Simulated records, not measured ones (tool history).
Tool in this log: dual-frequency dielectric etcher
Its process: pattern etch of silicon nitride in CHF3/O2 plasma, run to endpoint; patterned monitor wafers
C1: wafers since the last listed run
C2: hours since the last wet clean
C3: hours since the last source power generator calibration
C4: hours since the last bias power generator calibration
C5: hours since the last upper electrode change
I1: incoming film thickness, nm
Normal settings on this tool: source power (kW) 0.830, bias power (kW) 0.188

Run 1, hour 0.0: usual settings but bias power (kW) 0.211; C1 0; C2 388.2; C3 828.9; C4 3229.1; C5 1974.6; I1 78.3. Result: endpoint time (s) 44.0.
Run 2, hour 48.9: usual settings but bias power (kW) 0.211; C1 619; C2 437.1; C3 877.8; C4 3278.0; C5 2023.5; I1 77.4. Result: endpoint time (s) 43.1.
Run 3, hour 120.2: usual settings but bias power (kW) 0.211; C1 903; C2 508.4; C3 949.1; C4 3349.3; C5 2094.8; I1 77.6. Result: endpoint time (s) 43.3.
Run 4, hour 184.6: usual settings but source power (kW) 0.780; C1 815; C2 572.8; C3 1013.5; C4 3413.7; C5 2159.2; I1 78.0. Result: endpoint time (s) 47.1.
Run 5, hour 220.6: usual settings but source power (kW) 0.780; C1 456; C2 608.8; C3 1049.5; C4 3449.7; C5 2195.2; I1 77.1. Result: endpoint time (s) 46.4.
Run 6, hour 280.2: usual settings but source power (kW) 0.760, bias power (kW) 0.219; C1 755; C2 668.4; C3 1109.1; C4 3509.3; C5 2254.8; I1 78.1. Result: endpoint time (s) 44.2.
At hour 374.3: wet clean of the chamber.
Run 7, hour 374.8: usual settings; C1 894; C2 0.5; C3 1203.7; C4 3603.9; C5 2349.4; I1 78.6. Result: endpoint time (s) 46.6.
Run 8, hour 446.5: usual settings; C1 908; C2 72.2; C3 1275.4; C4 3675.6; C5 2421.1; I1 78.2. Result: endpoint time (s) 46.1.
Run 9, hour 542.9: usual settings; C1 1221; C2 168.6; C3 1371.8; C4 3772.0; C5 2517.5; I1 78.1. Result: endpoint time (s) 46.1.
Run 10, hour 621.6: usual settings but source power (kW) 0.980; C1 997; C2 247.3; C3 1450.5; C4 3850.7; C5 2596.2; I1 78.0. Result: endpoint time (s) 43.9.
Run 11, hour 658.5: usual settings but source power (kW) 0.930, bias power (kW) 0.220; C1 467; C2 284.2; C3 1487.4; C4 3887.6; C5 2633.1; I1 78.2. Result: endpoint time (s) 42.0.
At hour 702.0: upper electrode replaced.
Run 12, hour 746.5: usual settings but source power (kW) 0.680, bias power (kW) 0.235; C1 810; C2 372.2; C3 1575.4; C4 3975.6; C5 44.5; I1 78.4. Result: endpoint time (s) 44.5.
Run 13, hour 852.7: usual settings but source power (kW) 0.640, bias power (kW) 0.151; C1 1345; C2 478.4; C3 1681.6; C4 4081.8; C5 150.7; I1 77.1. Result: endpoint time (s) 54.8.
At hour 920.2: bias power generator calibrated.
Run 14, hour 957.2: usual settings but source power (kW) 1.030, bias power (kW) 0.210; C1 1273; C2 582.9; C3 1786.1; C4 37.0; C5 255.2; I1 78.8. Result: endpoint time (s) 40.2.
Run 15, hour 994.3: usual settings but source power (kW) 0.670, bias power (kW) 0.143; C1 470; C2 620.0; C3 1823.2; C4 74.1; C5 292.3; I1 77.9. Result: endpoint time (s) 54.0.
Run 16, hour 1034.9: usual settings but source power (kW) 0.930; C1 514; C2 660.6; C3 1863.8; C4 114.7; C5 332.9; I1 78.0. Result: endpoint time (s) 43.1.
At hour 1099.1: wet clean of the chamber.
Run 17, hour 1099.6: usual settings but bias power (kW) 0.149; C1 515; C2 0.5; C3 1928.5; C4 179.4; C5 397.6; I1 78.1. Result: endpoint time (s) 50.3.
Run 18, hour 1169.7: usual settings but source power (kW) 0.940, bias power (kW) 0.173; C1 888; C2 70.6; C3 1998.6; C4 249.5; C5 467.7; I1 78.5. Result: endpoint time (s) 45.5.
Run 19, hour 1223.5: usual settings but source power (kW) 0.770, bias power (kW) 0.226; C1 681; C2 124.4; C3 2052.4; C4 303.3; C5 521.5; I1 76.7. Result: endpoint time (s) 41.4.
Run 20, hour 1284.8: usual settings; C1 776; C2 185.7; C3 2113.7; C4 364.6; C5 582.8; I1 77.9. Result: endpoint time (s) 44.8.
Run 21, hour 1344.8: usual settings but source power (kW) 0.630, bias power (kW) 0.167; C1 760; C2 245.7; C3 2173.7; C4 424.6; C5 642.8; I1 77.4. Result: endpoint time (s) 50.7.
Run 22, hour 1643.8: usual settings but source power (kW) 0.890; C1 3787; C2 544.7; C3 2472.7; C4 723.6; C5 941.8; I1 78.5. Result: endpoint time (s) 44.3.
At hour 1685.2: wet clean of the chamber.
Run 23, hour 1698.7: usual settings but bias power (kW) 0.149; C1 391; C2 13.5; C3 2527.6; C4 778.5; C5 996.7; I1 77.5. Result: endpoint time (s) 49.9.
Run 24, hour 1742.3: usual settings but source power (kW) 0.650, bias power (kW) 0.175; C1 552; C2 57.1; C3 2571.2; C4 822.1; C5 1040.3; I1 77.1. Result: endpoint time (s) 49.3.
At hour 1797.3: source power generator calibrated.
Run 25, hour 1812.7: usual settings; C1 841; C2 127.5; C3 15.4; C4 892.5; C5 1110.7; I1 77.3. Result: endpoint time (s) 44.6.
Run 26, hour 1872.2: usual settings but source power (kW) 0.960, bias power (kW) 0.209; C1 753; C2 187.0; C3 74.9; C4 952.0; C5 1170.2; I1 77.3. Result: endpoint time (s) 40.6.
Run 27, hour 1972.8: usual settings but bias power (kW) 0.229; C1 1274; C2 287.6; C3 175.5; C4 1052.6; C5 1270.8; I1 77.2. Result: endpoint time (s) 41.0.
Run 28, hour 2029.1: usual settings; C1 713; C2 343.9; C3 231.8; C4 1108.9; C5 1327.1; I1 77.9. Result: endpoint time (s) 45.1.
Run 29, hour 2081.1: usual settings but bias power (kW) 0.151; C1 658; C2 395.9; C3 283.8; C4 1160.9; C5 1379.1; I1 76.6. Result: endpoint time (s) 49.1.
Run 30, hour 2264.4: usual settings but source power (kW) 0.670, bias power (kW) 0.232; C1 2322; C2 579.2; C3 467.1; C4 1344.2; C5 1562.4; I1 77.4. Result: endpoint time (s) 43.1.
Run 31, hour 2313.2: usual settings; C1 618; C2 628.0; C3 515.9; C4 1393.0; C5 1611.2; I1 77.7. Result: endpoint time (s) 45.1.
At hour 2338.3: wet clean of the chamber.
Run 32, hour 2372.6: usual settings but source power (kW) 0.770, bias power (kW) 0.153; C1 448; C2 34.3; C3 575.3; C4 1452.4; C5 1670.6; I1 77.9. Result: endpoint time (s) 50.4.
Run 33, hour 2463.4: usual settings but bias power (kW) 0.162; C1 1150; C2 125.1; C3 666.1; C4 1543.2; C5 1761.4; I1 77.8. Result: endpoint time (s) 47.9.
Run 34, hour 2539.3: usual settings but source power (kW) 0.920, bias power (kW) 0.166; C1 961; C2 201.0; C3 742.0; C4 1619.1; C5 1837.3; I1 77.0. Result: endpoint time (s) 45.7.

How would selected steps in endpoint time (s) from run to run divide? Give the signed amount a tool lacking its hidden state would still show from settings, what came in and random variation, and the signed amount left for the hidden state, including any gauge scatter that is not in both of the compared results.
Hidden state present: etch rate over this chamber's usual, %; source power that arrives over what is set, %; bias power that arrives over what is set, %.
Run 1 -> 2: no setting touched and nothing written in the log between the runs. endpoint time (s) -0.9: hidden state +0.1, all else -1.0.
Run 11 -> 12: source power (kW) 0.930 -> 0.680, bias power (kW) 0.220 -> 0.235, upper electrode replaced. endpoint time (s) +2.5: hidden state +0.2, all else +2.3.
Run 13 -> 14: source power (kW) 0.640 -> 1.030, bias power (kW) 0.151 -> 0.210, bias power generator calibrated. endpoint time (s) -14.6: hidden state -1.3, all else -13.3.
Run 14 -> 15: source power (kW) 1.030 -> 0.670, bias power (kW) 0.210 -> 0.143. endpoint time (s) +13.8: hidden state +0.0, all else +13.8.
Run 15 -> 16: source power (kW) 0.670 -> 0.930, bias power (kW) 0.143 -> 0.188. endpoint time (s) -10.9: hidden state -0.1, all else -10.8.
